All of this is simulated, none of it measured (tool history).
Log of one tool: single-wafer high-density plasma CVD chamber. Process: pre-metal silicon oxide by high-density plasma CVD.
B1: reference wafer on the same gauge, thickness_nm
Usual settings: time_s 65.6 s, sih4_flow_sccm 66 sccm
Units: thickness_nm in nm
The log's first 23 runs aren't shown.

run 24 hour=585.2 | time_s=57.5 sih4_flow_sccm=79 | B1=426.3 | thickness_nm=409.836
run 25 hour=607 | time_s=75.1 sih4_flow_sccm=55 | B1=426.552 | thickness_nm=393.878
run 26 hour=637.5 | time_s=71.3 sih4_flow_sccm=55 | B1=426.426 | thickness_nm=374.591
run 27 hour=661.2 | time_s=65.6 sih4_flow_sccm=59 | B1=426.115 | thickness_nm=363.72
run 28 hour=691.6 | time_s=65.6 sih4_flow_sccm=66 | B1=425.98 | thickness_nm=401.363
run 29 hour=724.6 | time_s=76.2 sih4_flow_sccm=61 | B1=425.505 | thickness_nm=437.879
run 30 hour=737.9 | time_s=65.6 sih4_flow_sccm=66 | B1=425.225 | thickness_nm=399.845
run 31 hour=754.4 | time_s=76.5 sih4_flow_sccm=62 | B1=424.691 | thickness_nm=443.046
run 32 hour=787.3 | time_s=53.2 sih4_flow_sccm=56 | B1=425.236 | thickness_nm=282.979
run 33 hour=805.7 | time_s=71.4 sih4_flow_sccm=66 | B1=424.725 | thickness_nm=434.715

Forecast each of these 3 alternatives for the next run:
run A hour=806.1 | time_s=65.6 sih4_flow_sccm=66 | B1=? | thickness_nm=?
run B hour=806.1 | time_s=53.3 sih4_flow_sccm=72 | B1=? | thickness_nm=?
run C hour=806.1 | time_s=69.3 sih4_flow_sccm=71 | B1=? | thickness_nm=?

run=A B1=424.943 thickness_nm=398.9
run=B B1=424.943 thickness_nm=348.968
run=C B1=424.943 thickness_nm=448.336
Without the tool's hidden state the same runs would have given:
run=A thickness_nm=400.077
run=B thickness_nm=349.998
run=C thickness_nm=449.66

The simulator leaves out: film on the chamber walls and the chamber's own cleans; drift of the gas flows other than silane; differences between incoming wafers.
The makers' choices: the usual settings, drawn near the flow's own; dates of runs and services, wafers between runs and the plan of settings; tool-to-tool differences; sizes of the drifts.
